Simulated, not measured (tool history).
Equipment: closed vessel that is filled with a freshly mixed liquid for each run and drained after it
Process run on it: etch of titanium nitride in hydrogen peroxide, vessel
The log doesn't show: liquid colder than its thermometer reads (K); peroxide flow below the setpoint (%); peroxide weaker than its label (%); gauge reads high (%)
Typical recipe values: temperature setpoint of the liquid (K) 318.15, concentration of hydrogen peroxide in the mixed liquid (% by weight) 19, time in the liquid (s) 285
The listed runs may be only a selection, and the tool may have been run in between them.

run	hour	temperature setpoint of the liquid (K)	concentration of hydrogen peroxide in the mixed liquid (% by weight)	time in the liquid (s)	wafers since the last listed run	hours since the thermometer was replaced	hours since the peroxide flow meter was replaced	hours since the drum of peroxide was connected	hours since the gauge calibration	read-back film thickness of the titanium nitride reference wafer, read on the same gauge (nm)	thickness taken off the titanium nitride on a monitor wafer (Å)
1	0	318.15	19	230	0	254.6	1089.7	558.6	216.4	150	124.8
2	12.8	318.15	19	285	847	267.4	1102.5	571.4	229.2	150	155.7
3	28.9	318.15	19	285	1066	283.5	1118.6	587.5	245.3	150	154.9
4	45.2	318.15	19	285	1079	299.8	1134.9	603.8	261.6	150.01	155.1
5	70	318.15	19	325	1642	324.6	1159.7	628.6	286.4	150	176.9
6	82.9	318.15	19	325	854	337.5	1172.6	641.5	299.3	150	176.7
7	108	318.15	19	285	1662	362.6	1197.7	666.6	324.4	150	154.4
8	120.2	318.15	19	285	807	374.8	1209.9	678.8	336.6	150	154.3
9	137	318.15	19	285	1112	391.6	1226.7	695.6	353.4	150.01	154.8
10	155.6	318.15	19	285	1231	410.2	1245.3	714.2	372	150.01	154.7
11	170.2	318.15	19	285	966	424.8	1259.9	728.8	386.6	150	154
12	199.3	318.15	19	285	1926	453.9	1289	757.9	415.7	150	154.2
13	217.9	318.15	19	385	1231	472.5	1307.6	776.5	434.3	150	207.7
14	235.7	318.15	19	285	1178	490.3	1325.4	794.3	452.1	150.02	153.5
15	256.1	321.65	19	375	1350	510.7	1345.8	814.7	472.5	150.01	262.4
# hour 278.3: new drum of peroxide connected
# hour 305: gauge calibrated
# hour 313.2: thermometer replaced
# hour 329: peroxide flow meter replaced
16	356	314.65	19	365	6416	42.8	27	77.7	51	149.99	157.3
17	386.6	323.65	15.5	400	2026	73.4	57.6	108.3	81.6	149.97	320.8
18	422.3	318.15	19	285	2363	109.1	93.3	144	117.3	150.01	159.2
19	447.6	318.15	17	285	1675	134.4	118.6	169.3	142.6	150.01	155.9
20	461.6	314.65	19	285	927	148.4	132.6	183.3	156.6	150.01	122.3
21	482.3	308.15	19	215	1370	169.1	153.3	204	177.3	150.01	55.8
22	513.8	308.15	14.5	285	2085	200.6	184.8	235.5	208.8	150.01	69.6
23	530.1	318.15	19	445	1079	216.9	201.1	251.8	225.1	150	248.8
24	547.2	318.15	19	285	1132	234	218.2	268.9	242.2	149.99	158.1

List, for all runs, the conditions of the tool that the log does not record:
liquid colder than its thermometer reads (K): 0 in every run
gauge reads high (%): 0 in every run
H1: peroxide flow below the setpoint (%)
H2: peroxide weaker than its label (%)
run	H1	H2
1	9.09	5.58
2	9.19	5.7
3	9.31	5.84
4	9.44	5.99
5	9.64	6.22
6	9.74	6.33
7	9.93	6.56
8	10	6.67
9	10.2	6.82
10	10.3	6.99
11	10.4	7.12
12	10.6	7.39
13	10.8	7.55
14	10.9	7.72
15	11.1	7.9
16	0.917	0.765
17	1.16	1.04
18	1.44	1.37
19	1.63	1.59
20	1.74	1.72
21	1.91	1.91
22	2.15	2.19
23	2.28	2.34
24	2.42	2.5

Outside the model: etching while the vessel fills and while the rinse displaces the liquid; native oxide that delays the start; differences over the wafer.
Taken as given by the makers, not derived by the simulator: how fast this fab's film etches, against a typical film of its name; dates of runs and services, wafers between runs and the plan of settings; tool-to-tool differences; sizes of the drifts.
